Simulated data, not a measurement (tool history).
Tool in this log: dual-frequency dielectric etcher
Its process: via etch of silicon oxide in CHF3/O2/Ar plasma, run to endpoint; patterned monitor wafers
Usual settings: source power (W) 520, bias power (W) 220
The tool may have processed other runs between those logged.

run   hour  source power (W)  bias power (W)  incoming incoming film thickness, nm  endpoint time (s)
  1      0               620             220                                 494.2              244.5
  2    6.2               610             220                                 494.1              244.7
  3   15.9               610             220                                 488.4              242.7
  4   33.1               520             206                                 495.8              278.1
  5   72.5               520             206                                   486              261.1
  6   72.9               520             206                                 496.8              266.2
  7   76.1               520             220                                   492              253.9
  8   86.3               520             220                                 490.1                254
  9  100.1               520             220                                 494.9              255.2
 10  111.7               450             201                                 492.7              290.5
 11    122               520             220                                 494.2                258
 12  152.2               570             239                                 491.2              232.9
 13  152.6               560             236                                 493.6              240.2
 14    153               520             220                                 499.4              260.7
 15  170.3               400             203                                 494.3              308.1
 16  178.4               600             171                                 486.4                273
 17  186.3               420             199                                 493.4              303.6
 18  193.4               450             201                                 489.1              290.2
 19  205.8               520             220                                 493.7              257.9

Taken out of this log: 4 entries between the listed runs. Where each belongs, and how the hidden state differs across it:
Run 4 -> run 5: wet clean of the chamber (hour 72)
  etch rate over this chamber's usual, %: -4.48 -> -0.337
  what was measured, less what the result would be without the hidden state, endpoint time (s): +12.5 -> +0.9
Run 11 -> run 12: bias power generator calibrated (hour 145.7); source power generator calibrated (hour 146.8); upper electrode replaced (hour 151.7)
  etch rate over this chamber's usual, %: -0.847 -> -1.16
  what was measured, less what the result would be without the hidden state, endpoint time (s): +2.2 -> +2.7
